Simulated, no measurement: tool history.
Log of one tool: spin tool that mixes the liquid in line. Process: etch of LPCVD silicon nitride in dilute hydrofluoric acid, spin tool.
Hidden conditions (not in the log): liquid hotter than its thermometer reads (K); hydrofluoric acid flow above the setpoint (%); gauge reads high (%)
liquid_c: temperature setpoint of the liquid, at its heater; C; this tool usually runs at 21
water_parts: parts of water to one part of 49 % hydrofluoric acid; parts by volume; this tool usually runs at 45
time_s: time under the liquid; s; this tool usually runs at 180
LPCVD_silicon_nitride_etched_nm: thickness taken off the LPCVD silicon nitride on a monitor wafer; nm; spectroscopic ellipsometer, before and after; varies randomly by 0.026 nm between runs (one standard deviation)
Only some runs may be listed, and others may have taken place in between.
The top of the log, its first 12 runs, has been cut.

run     day  liquid_c  water_parts  time_s  wafers since the last listed run  hours since the thermometer was replaced  hours since the hydrofluoric acid flow meter was replaced  hours since the gauge calibration  read-back film thickness of the LPCVD silicon nitride reference wafer, read on the same gauge (nm)  LPCVD_silicon_nitride_etched_nm
 13  12.454      24.5           40     265                               129                                    2304.9                                                      899.1                              128.7                                                                                              59.996                            2.818
 14  15.325        26           25     215                               441                                    2373.8                                                        968                              197.6                                                                                              59.948                            4.023
     16.258  -- hydrofluoric acid flow meter replaced
 15  16.325        26           40     235                               147                                    2397.8                                                        1.6                              221.6                                                                                              59.982                            2.734
 16  17.775        21           45     180                               222                                    2432.6                                                       36.4                              256.4                                                                                              59.997                            1.338
 17  19.025        17           45     270                               192                                    2462.6                                                       66.4                              286.4                                                                                              60.027                            1.575
 18  23.429      25.5           35      80                               676                                    2568.3                                                      172.1                              392.1                                                                                              60.007                            1.095
 19  24.908        19           40     270                               227                                    2603.8                                                      207.6                              427.6                                                                                              59.928                            2.021
 20    26.3        24           45     100                               213                                    2637.2                                                        241                                461                                                                                              60.004                             0.91
     28.042  -- thermometer replaced
 21  30.067        21           50     250                               572                                      48.6                                                      331.4                              551.4                                                                                               59.99                            1.712
     30.521  -- gauge calibrated
 22  30.662        25           45     180                                91                                      62.9                                                      345.7                                3.4                                                                                              59.982                            1.821
 23  31.867        21           35     180                               185                                      91.8                                                      374.6                               32.3                                                                                              60.039                            1.687
 24  33.225        21           45     180                               208                                     124.4                                                      407.2                               64.9                                                                                              60.022                            1.303
 25    34.1        21           45     180                               134                                     145.4                                                      428.2                               85.9                                                                                              60.034                            1.392
 26  35.312        17           35     260                               186                                     174.5                                                      457.3                                115                                                                                              59.928                            1.909

Run 27 has not been measured yet. What should we expect?
 27  36.054        25           60     285                               113                                     192.3                                                      475.1                              132.8                                                                                                   ?                                ?

read-back film thickness of the LPCVD silicon nitride reference wafer, read on the same gauge (nm): 60.017
LPCVD_silicon_nitride_etched_nm: 2.157 nm
Without the tool's hidden state the same run would have given LPCVD_silicon_nitride_etched_nm 2.157 nm.
